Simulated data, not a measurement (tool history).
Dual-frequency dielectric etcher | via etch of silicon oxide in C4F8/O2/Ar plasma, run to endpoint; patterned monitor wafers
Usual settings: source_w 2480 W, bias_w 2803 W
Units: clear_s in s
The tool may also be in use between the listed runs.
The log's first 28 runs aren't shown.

run   hour  source_w  bias_w  incoming incoming film thickness, nm  clear_s
 29  402.5      2010    3355                                1329.4    230.3
 30  413.4      1910    2160                                1321.7      293
 31  430.1      2480    2378                                1330.2    249.3
 32  440.8      2720    2409                                1323.7    236.6
 33  450.8      2260    2359                                1316.7    260.8
 34  468.4      2150    2269                                1343.3    276.6
 35  478.7      2480    2803                                1331.4    230.9
 36  493.5      2480    2803                                1333.2    231.1

Forecast each of these 3 alternatives for the next run:
  A   494      3080    2803                                1333.6        ?
  B   494      2840    3479                                1333.6        ?
  C   494      2480    3382                                1333.6        ?

run  clear_s
  A    212.5
  B    198.8
  C    213.2
Without the tool's hidden state the same runs would have given:
run  clear_s
  A    204.3
  B    191.1
  C      205

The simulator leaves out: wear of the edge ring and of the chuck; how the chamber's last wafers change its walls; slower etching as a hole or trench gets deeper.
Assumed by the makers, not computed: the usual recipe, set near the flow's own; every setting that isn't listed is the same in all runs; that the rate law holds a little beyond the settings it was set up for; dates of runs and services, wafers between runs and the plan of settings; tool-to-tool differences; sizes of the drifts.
